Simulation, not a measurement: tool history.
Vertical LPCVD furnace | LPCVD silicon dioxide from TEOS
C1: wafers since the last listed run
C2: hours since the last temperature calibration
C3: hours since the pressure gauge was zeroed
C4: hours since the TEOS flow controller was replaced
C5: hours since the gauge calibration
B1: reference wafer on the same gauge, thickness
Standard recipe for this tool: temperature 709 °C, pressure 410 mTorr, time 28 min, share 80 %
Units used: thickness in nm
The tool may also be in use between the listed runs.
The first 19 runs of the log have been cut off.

run 20 day=56.35 | temperature=697 pressure=410 time=35 share=80 | C1=1424 C2=1161.2 C3=1129.1 C4=1122.8 C5=738.8 | B1=280.2 | thickness=300.29
run 21 day=58.271 | temperature=709 pressure=410 time=28 share=80 | C1=924 C2=1207.3 C3=1175.2 C4=1168.9 C5=784.9 | B1=279.68 | thickness=316.54
run 22 day=61.629 | temperature=709 pressure=410 time=32.5 share=80 | C1=1617 C2=1287.9 C3=1255.8 C4=1249.5 C5=865.5 | B1=280.03 | thickness=369.09
run 23 day=65.888 | temperature=704 pressure=410 time=23 share=80 | C1=2050 C2=1390.1 C3=1358 C4=1351.7 C5=967.7 | B1=279.89 | thickness=233.65
run 24 day=70.212 | temperature=721 pressure=480 time=28 share=80 | C1=2082 C2=1493.9 C3=1461.8 C4=1455.5 C5=1071.5 | B1=280.34 | thickness=450.22
run 25 day=72.679 | temperature=709 pressure=385 time=28 share=80 | C1=1187 C2=1553.1 C3=1521 C4=1514.7 C5=1130.7 | B1=279.44 | thickness=309.62
run 26 day=75.575 | temperature=709 pressure=455 time=20 share=65 | C1=1394 C2=1622.6 C3=1590.5 C4=1584.2 C5=1200.2 | B1=279.74 | thickness=214.5
run 27 day=79.254 | temperature=709 pressure=495 time=28 share=86 | C1=1771 C2=1710.9 C3=1678.8 C4=1672.5 C5=1288.5 | B1=280.22 | thickness=363.89
run 28 day=82.804 | temperature=701 pressure=410 time=17.5 share=80 | C1=1709 C2=1796.1 C3=1764 C4=1757.7 C5=1373.7 | B1=279.52 | thickness=167.19
run 29 day=85.662 | temperature=709 pressure=330 time=28 share=80 | C1=1376 C2=1864.7 C3=1832.6 C4=1826.3 C5=1442.3 | B1=280.45 | thickness=286.85
run 30 day=87.729 | temperature=704 pressure=365 time=31.5 share=73 | C1=995 C2=1914.3 C3=1882.2 C4=1875.9 C5=1491.9 | B1=279.67 | thickness=288.68

What if the next run were any one of these 5? Each begins from the tool's condition after run 30:
run A day=87.917 | temperature=709 pressure=410 time=34.5 share=80 | C1=90 C2=1918.8 C3=1886.7 C4=1880.4 C5=1496.4 | B1=? | thickness=?
run B day=87.917 | temperature=709 pressure=335 time=37.5 share=80 | C1=90 C2=1918.8 C3=1886.7 C4=1880.4 C5=1496.4 | B1=? | thickness=?
run C day=87.917 | temperature=717 pressure=410 time=17 share=75 | C1=90 C2=1918.8 C3=1886.7 C4=1880.4 C5=1496.4 | B1=? | thickness=?
run D day=87.917 | temperature=709 pressure=410 time=34.5 share=90 | C1=90 C2=1918.8 C3=1886.7 C4=1880.4 C5=1496.4 | B1=? | thickness=?
run E day=87.917 | temperature=699 pressure=380 time=23 share=95 | C1=90 C2=1918.8 C3=1886.7 C4=1880.4 C5=1496.4 | B1=? | thickness=?

run=A B1=279.34 thickness=390.53
run=B B1=279.34 thickness=383.71
run=C B1=279.34 thickness=223.17
run=D B1=279.34 thickness=414.22
run=E B1=279.34 thickness=217.07
With the hidden condition removed and each run's random variation left untouched, the same runs would have given:
run=A thickness=374.13
run=B thickness=367.59
run=C thickness=213.95
run=D thickness=396.82
run=E thickness=207.76

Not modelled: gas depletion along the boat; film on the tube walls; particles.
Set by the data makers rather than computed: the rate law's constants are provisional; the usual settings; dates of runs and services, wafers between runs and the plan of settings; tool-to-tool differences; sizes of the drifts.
